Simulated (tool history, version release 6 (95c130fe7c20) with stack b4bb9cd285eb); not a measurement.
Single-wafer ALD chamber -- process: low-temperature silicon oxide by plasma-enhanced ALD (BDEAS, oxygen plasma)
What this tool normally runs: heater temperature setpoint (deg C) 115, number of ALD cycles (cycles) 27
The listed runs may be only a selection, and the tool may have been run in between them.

run	day	heater temperature setpoint (deg C)	number of ALD cycles (cycles)	wafers since the last listed run	hours since the last thermocouple change	hours since the gauge calibration	read-back reference wafer on the same gauge, thickness_nm	mean film thickness on the monitor wafer (angstrom)
1	0.000	107	27	0	145.7	2155.3	3.169	34.66
2	3.500	110	31	997	229.7	2239.3	3.169	39.42
3	5.058	110	31	444	267.1	2276.7	3.169	39.59
4	6.775	115	31	489	308.3	2317.9	3.168	39.15
5	18.212	123	27	3260	582.8	2592.4	3.169	33.82
6	22.575	115	27	1243	687.5	2697.1	3.170	34.09
7	26.392	115	27	1087	779.1	2788.7	3.168	34.13
8	28.458	115	27	589	828.7	2838.3	3.169	34.09
9	39.204	115	27	3062	1086.6	3096.2	3.169	33.91
10	43.079	115	27	1104	1179.6	3189.2	3.172	34.00
11	54.417	105	25	3231	1451.7	3461.3	3.169	31.91
12	56.625	115	27	629	1504.7	3514.3	3.171	33.83
13	58.325	115	24	484	1545.5	3555.1	3.170	29.94
14	62.812	115	24	1279	1653.2	3662.8	3.167	30.12
15	64.867	115	27	585	1702.5	3712.1	3.171	33.70
# day 65.783: gauge calibrated
16	67.442	115	27	733	1764.3	39.8	3.171	33.83
17	71.667	115	27	1204	1865.7	141.2	3.170	33.50
# day 72.567: thermocouple changed; heater temperature recalibrated
18	74.738	115	27	780	52.1	214.9	3.169	34.14
19	76.475	115	27	495	93.8	256.6	3.171	34.15
20	79.371	115	27	825	163.3	326.1	3.171	34.22
21	92.375	115	27	3706	475.4	638.2	3.171	34.06
22	96.796	109	27	1260	581.5	744.3	3.171	34.45
23	100.892	125	24	1167	679.8	842.6	3.171	29.69
24	103.888	127	30	853	751.7	914.5	3.169	37.06
25	105.571	106	27	479	792.1	954.9	3.171	34.75
26	107.104	115	29	437	828.9	991.7	3.171	36.64
27	110.946	115	30	1094	921.1	1083.9	3.171	37.98
28	114.904	102	30	1128	1016.1	1178.9	3.170	38.65
29	117.750	115	27	811	1084.4	1247.2	3.170	34.00
30	119.408	122	29	472	1124.2	1287.0	3.172	36.05
31	122.104	106	30	768	1188.9	1351.7	3.168	38.33
32	123.892	115	27	509	1231.8	1394.6	3.171	34.00
33	127.367	123	32	990	1315.2	1478.0	3.169	39.63
34	138.317	129	27	3121	1578.0	1740.8	3.170	33.06
35	140.008	100	30	482	1618.6	1781.4	3.171	38.51
36	143.167	121	29	900	1694.4	1857.2	3.173	35.87
37	146.592	115	23	976	1776.6	1939.4	3.170	28.77
38	148.929	123	32	666	1832.7	1995.5	3.168	39.52
# day 149.262: thermocouple changed; heater temperature recalibrated
39	153.275	115	27	1143	96.3	2099.8	3.169	33.95
40	156.608	111	27	950	176.3	2179.8	3.170	34.40
41	160.275	126	31	1045	264.3	2267.8	3.170	38.54
42	162.521	103	30	640	318.2	2321.7	3.171	38.61
43	166.983	108	32	1271	425.3	2428.8	3.170	40.68
44	169.462	115	22	706	484.8	2488.3	3.170	27.81
45	173.796	105	27	1235	588.8	2592.3	3.170	34.66
46	176.729	123	27	836	659.2	2662.7	3.169	33.43
47	178.329	129	25	456	697.6	2701.1	3.171	30.74

3 options for the next run, each taken on its own from the tool as it stands now. Forecast them:
A	178.346	115	27	4	698.0	2701.5	?	?
B	178.346	128	27	4	698.0	2701.5	?	?
C	178.346	105	29	4	698.0	2701.5	?	?

run	read-back reference wafer on the same gauge, thickness_nm	mean film thickness on the monitor wafer (angstrom)
A	3.169	34.09
B	3.169	33.37
C	3.169	37.22
With no hidden state in the tool, these same runs would have given:
run	mean film thickness on the monitor wafer (angstrom)
A	34.21
B	33.48
C	37.34
